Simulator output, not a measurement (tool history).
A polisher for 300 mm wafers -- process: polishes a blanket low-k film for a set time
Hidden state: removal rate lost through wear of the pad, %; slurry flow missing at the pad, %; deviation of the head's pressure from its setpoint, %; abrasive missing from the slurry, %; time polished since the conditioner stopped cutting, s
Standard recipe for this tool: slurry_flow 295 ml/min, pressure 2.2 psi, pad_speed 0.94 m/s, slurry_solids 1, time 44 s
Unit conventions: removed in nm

run,hour,slurry_flow,pressure,pad_speed,slurry_solids,time,wafers since the last listed run,wafers polished on this pad,hours since the slurry nozzle was cleaned,hours since the head pressure was calibrated,hours since the slurry blender was calibrated,hours since the conditioning disc was replaced,"incoming thickness of the incoming film, nm",removed
1,0,295,2.2,0.94,1,44,0,651,713.5,1262.7,41.6,318,558.2,15.6
2,12.7,295,2.2,0.94,1,44,152,803,726.2,1275.4,54.3,330.7,561,15.5
3,28.6,295,2.2,0.94,1,44,191,995,742.1,1291.3,70.2,346.6,560.2,15.7
4,40,295,2.2,0.94,1,44,137,1132,753.5,1302.7,81.6,358,551.4,15.6
5,46.3,295,2.2,0.94,1,44,75,1208,759.8,1309,87.9,364.3,569.8,15.7
6,53,295,2.2,0.94,1,44,80,1288,766.5,1315.7,94.6,371,551.4,15.9
# hour 68: worn pad replaced by a new one
7,68.5,295,2.2,0.94,1,44,138,5,782,1331.2,110.1,386.5,559.6,16.7
8,72.2,295,2.2,0.94,1,44,44,50,785.7,1334.9,113.8,390.2,564.4,16.7
9,81.2,295,2.2,0.94,1,44,108,158,794.7,1343.9,122.8,399.2,562.5,16.2
# hour 88.3: conditioning disc replaced and pad reconditioned
10,99,295,2.2,0.82,1,44,190,348,812.5,1361.7,140.6,10.7,555,15.1
11,107.4,265,2.2,0.68,1,44,101,449,820.9,1370.1,149,19.1,567.8,13.4
# hour 113.8: slurry blender recalibrated
# hour 117.3: head pressure recalibrated
12,122.3,295,1.6,0.94,0.8,54,131,580,835.8,5,8.5,34,566.1,12.1
# hour 126.4: slurry nozzle cleaned
13,129.1,295,2.2,0.94,1.3,44,69,650,2.7,11.8,15.3,40.8,556.4,18.2
14,144.6,295,2.2,0.94,1,44,186,837,18.2,27.3,30.8,56.3,560.3,15.6
15,161.7,295,2.7,1.1,1,49,205,1043,35.3,44.4,47.9,73.4,559.9,23.3
# hour 171.1: worn pad replaced by a new one
16,179.5,295,2.2,0.94,1,44,166,101,53.1,62.2,65.7,91.2,563.7,16.3
17,193,295,2.2,0.94,0.9,44,162,263,66.6,75.7,79.2,104.7,551.3,15
18,199.3,370,2.8,0.74,1,44,75,339,72.9,82,85.5,111,565.6,18.1
19,215.2,295,2.2,0.94,1,44,191,531,88.8,97.9,101.4,126.9,553.7,16
20,225.3,295,2.2,0.94,1,44,121,652,98.9,108,111.5,137,554.9,15.8
21,233.4,335,2.2,0.94,1,44,97,750,107,116.1,119.6,145.1,551.3,15.9

List, for all runs, the conditions of the tool that the log does not record:
slurry flow missing at the pad, %: 0 at every run
deviation of the head's pressure from its setpoint, %: 0 at every run
abrasive missing from the slurry, %: 0 at every run
time polished since the conditioner stopped cutting, s: 0 at every run
H1: removal rate lost through wear of the pad, %
run,H1
1,5.8
2,6.23
3,6.6
4,6.78
5,6.86
6,6.93
7,0.426
8,1.07
9,2.39
10,4.21
11,4.81
12,5.58
13,5.85
14,6.29
15,6.6
16,2.4
17,4.06
18,4.65
19,5.76
20,6.25
21,6.55
